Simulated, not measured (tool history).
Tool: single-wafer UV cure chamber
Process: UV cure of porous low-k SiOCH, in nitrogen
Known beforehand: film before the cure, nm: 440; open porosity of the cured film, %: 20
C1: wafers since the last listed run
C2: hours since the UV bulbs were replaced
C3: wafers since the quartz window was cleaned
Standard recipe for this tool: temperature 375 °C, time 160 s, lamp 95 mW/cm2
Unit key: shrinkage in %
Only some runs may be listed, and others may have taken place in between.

{"run": 1, "day": 0.0, "temperature": 375, "time": 160, "lamp": 95, "C1": 0, "C2": 1002.7, "C3": 1559, "shrinkage": 7.182}
{"run": 2, "day": 3.454, "temperature": 375, "time": 160, "lamp": 95, "C1": 318, "C2": 1085.6, "C3": 1877, "shrinkage": 7.047}
{"run": 3, "day": 4.204, "temperature": 375, "time": 160, "lamp": 95, "C1": 69, "C2": 1103.6, "C3": 1946, "shrinkage": 7.065}
{"run": 4, "day": 4.812, "temperature": 375, "time": 160, "lamp": 95, "C1": 56, "C2": 1118.2, "C3": 2002, "shrinkage": 7.178}
{"run": 5, "day": 5.992, "temperature": 375, "time": 160, "lamp": 95, "C1": 108, "C2": 1146.5, "C3": 2111, "shrinkage": 6.952}
{"run": 6, "day": 6.979, "temperature": 375, "time": 160, "lamp": 107, "C1": 90, "C2": 1170.2, "C3": 2202, "shrinkage": 7.357}
{"day": 7.825, "done": "quartz window cleaned"}
{"run": 7, "day": 9.588, "temperature": 375, "time": 160, "lamp": 107, "C1": 209, "C2": 1232.8, "C3": 162, "shrinkage": 7.301}
{"run": 8, "day": 11.067, "temperature": 363, "time": 225, "lamp": 133, "C1": 136, "C2": 1268.3, "C3": 298, "shrinkage": 9.311}
{"run": 9, "day": 12.021, "temperature": 375, "time": 190, "lamp": 95, "C1": 87, "C2": 1291.2, "C3": 386, "shrinkage": 7.425}
{"day": 13.246, "done": "UV bulbs replaced"}
{"run": 10, "day": 13.267, "temperature": 359, "time": 250, "lamp": 72, "C1": 84, "C2": 0.5, "C3": 470, "shrinkage": 8.88}

Run 11 has not been measured yet. What should we expect?
{"run": 11, "day": 14.3, "temperature": 375, "time": 245, "lamp": 106, "C1": 95, "C2": 25.3, "C3": 565, "shrinkage": "?"}

{"run 11": {"shrinkage": 10.697}}
Without the tool's hidden state the same run would have given shrinkage 10.902 %.

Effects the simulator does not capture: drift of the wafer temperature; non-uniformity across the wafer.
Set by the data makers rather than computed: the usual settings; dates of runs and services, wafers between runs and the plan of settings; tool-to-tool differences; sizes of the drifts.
